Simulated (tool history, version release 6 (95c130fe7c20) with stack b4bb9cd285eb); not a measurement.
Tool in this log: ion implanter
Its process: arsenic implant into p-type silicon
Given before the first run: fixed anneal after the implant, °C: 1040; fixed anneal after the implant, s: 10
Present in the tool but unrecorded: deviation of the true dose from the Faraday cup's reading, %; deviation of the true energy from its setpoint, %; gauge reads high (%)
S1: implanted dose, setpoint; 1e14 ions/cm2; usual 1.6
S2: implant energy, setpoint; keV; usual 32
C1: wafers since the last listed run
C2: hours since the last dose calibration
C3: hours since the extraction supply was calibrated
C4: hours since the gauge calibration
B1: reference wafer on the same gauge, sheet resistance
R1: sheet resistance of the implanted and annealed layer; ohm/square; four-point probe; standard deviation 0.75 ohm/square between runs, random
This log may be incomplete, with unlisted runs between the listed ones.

run,hour,S1,S2,C1,C2,C3,C4,B1,R1
1,0,1.27,32,0,1717.2,6271.1,63.7,433.07,530.82
2,20.6,1.6,32,682,1737.8,6291.7,84.3,432.84,451.22
3,42.7,1.6,32,731,1759.9,6313.8,106.4,432.99,452.82
4,77.3,1.6,32,1145,1794.5,6348.4,141,432.96,453.3
5,104.9,1.6,28.5,914,1822.1,6376,168.6,432.76,461.71
6,128.7,1.72,27.5,788,1845.9,6399.8,192.4,433.14,440.61
7,162.5,1.6,32,1119,1879.7,6433.6,226.2,433.08,453.78
8,197.6,1.6,32,1162,1914.8,6468.7,261.3,433.18,452.77
# hour 227.3: Faraday cup replaced and dose calibrated
9,227.8,1.8,32,735,0.5,6498.9,291.5,433.41,403.91
# hour 249.1: gauge calibrated
10,254.1,1.8,32,870,26.8,6525.2,5,432.99,402.34
11,268.2,1.99,28.5,466,40.9,6539.3,19.1,432.84,381.55
12,304.2,1.46,27.5,1192,76.9,6575.3,55.1,433.55,479.24
13,330.3,1.6,32,864,103,6601.4,81.2,432.45,438.02
14,363,1.6,35.5,1082,135.7,6634.1,113.9,433.31,432.05
15,384.1,1.97,40,698,156.8,6655.2,135,432.86,365.16
# hour 392.3: extraction supply calibrated
16,417.9,1.36,24,854,190.6,25.6,168.8,433.17,517.19
17,437.2,1.6,32,639,209.9,44.9,188.1,432.94,438.6
18,461.9,1.31,23,817,234.6,69.6,212.8,432.94,534.91
19,488.3,1.28,41.5,874,261,96,239.2,432.84,492.73

For run 20, what comes out?
20,501.8,1.39,36.5,447,274.5,109.5,252.7,?,?

B1: 432.97
R1: 474.74 ohm/square
Had the tool carried no hidden state, the very same run would have given R1 471.76 ohm/square.
